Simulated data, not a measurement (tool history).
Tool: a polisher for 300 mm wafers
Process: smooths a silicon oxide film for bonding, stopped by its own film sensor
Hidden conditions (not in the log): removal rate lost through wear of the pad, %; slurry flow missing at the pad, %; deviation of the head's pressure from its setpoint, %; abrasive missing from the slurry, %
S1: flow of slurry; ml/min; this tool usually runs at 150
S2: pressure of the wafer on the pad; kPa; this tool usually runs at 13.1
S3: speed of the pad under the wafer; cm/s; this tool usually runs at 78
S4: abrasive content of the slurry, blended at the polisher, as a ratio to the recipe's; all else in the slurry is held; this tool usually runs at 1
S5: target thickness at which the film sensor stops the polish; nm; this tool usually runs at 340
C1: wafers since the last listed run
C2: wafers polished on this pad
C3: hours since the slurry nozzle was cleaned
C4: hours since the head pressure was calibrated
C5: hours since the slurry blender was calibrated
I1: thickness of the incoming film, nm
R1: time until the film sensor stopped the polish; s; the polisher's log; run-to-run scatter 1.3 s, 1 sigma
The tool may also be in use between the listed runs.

run,hour,S1,S2,S3,S4,S5,C1,C2,C3,C4,C5,I1,R1
1,0,150,13.1,78,1,340,0,333,703.9,156.3,217.8,390,92.2
2,13.9,150,13.1,78,1,340,124,457,717.8,170.2,231.7,394.1,103.5
3,23.2,150,13.1,78,1,340,83,540,727.1,179.5,241,389.5,94.3
# hour 28: worn pad replaced by a new one
4,33.1,150,13.1,78,1,340,52,45,737,189.4,250.9,384.9,78.2
5,48.8,150,13.1,78,1,340,140,186,752.7,205.1,266.6,390.9,91.3
6,59.1,150,16.5,78,1,340,92,278,763,215.4,276.9,393,77.1
7,67.7,150,16.5,78,1,340,77,355,771.6,224,285.5,389.9,73.1
8,73.8,125,13.1,78,1,340,54,410,777.7,230.1,291.6,394.6,108
9,81.3,150,13.1,78,1,340,67,477,785.2,237.6,299.1,394.1,102.6
10,98,150,13.1,78,1,340,149,627,801.9,254.3,315.8,391.7,102.8
# hour 105.6: worn pad replaced by a new one
11,114.1,150,13.1,78,1,340,108,75,818,270.4,331.9,387.4,84.5
# hour 120.8: slurry nozzle cleaned
12,128,120,13.1,78,1.05,340,115,191,7.2,284.3,345.8,381.5,75.6
13,140.6,150,8.3,78,1,340,112,304,19.8,296.9,358.4,386,136.7
14,153.4,150,17.2,54,1,340,114,418,32.6,309.7,371.2,388.1,90.8
# hour 167.4: worn pad replaced by a new one
15,167.9,185,13.1,64,0.85,340,94,4,47.1,324.2,385.7,391.1,107.1
# hour 173.8: head pressure recalibrated
16,175.4,150,13.1,78,1,340,49,53,54.6,1.6,393.2,388.4,82.6
17,185,150,9,58,1.25,328,85,139,64.2,11.2,402.8,393,199.3
18,199.4,165,13.1,86,1,325,128,268,78.6,25.6,417.2,385.8,100.8
# hour 210.4: slurry blender recalibrated
19,215,180,15.9,78,1.2,322,121,390,94.2,41.2,4.6,392.3,97.7
# hour 232.1: worn pad replaced by a new one
20,232.6,150,13.1,78,1,340,121,4,111.8,58.8,22.2,383.5,74.2
21,240.2,150,13.1,78,1,340,68,72,119.4,66.4,29.8,390.7,90.5
22,293.3,185,17.9,66,1,340,475,547,172.5,119.5,82.9,389.9,76.6
# hour 313.8: worn pad replaced by a new one
23,314.3,150,11.7,78,1.1,340,152,4,193.5,140.5,103.9,392.3,94.8
24,322.5,150,13.1,78,1,340,73,78,201.7,148.7,112.1,389.2,84
25,331.8,125,15.9,78,1.1,340,83,161,211,158,121.4,382,61.4

What was the tool's hidden state at every run in the log?
slurry flow missing at the pad, %: 0 across all the runs
deviation of the head's pressure from its setpoint, %: 0 across all the runs
abrasive missing from the slurry, %: 0 across all the runs
H1: removal rate lost through wear of the pad, %
run,H1
1,8.01
2,10.3
3,11.9
4,2.52
5,5.16
6,6.88
7,8.33
8,9.35
9,10.6
10,13.4
11,2.49
12,4.83
13,6.94
14,9.09
15,0.816
16,2.07
17,3.68
18,6.1
19,8.71
20,0.916
21,2.19
22,11.1
23,0.164
24,1.54
25,3.1
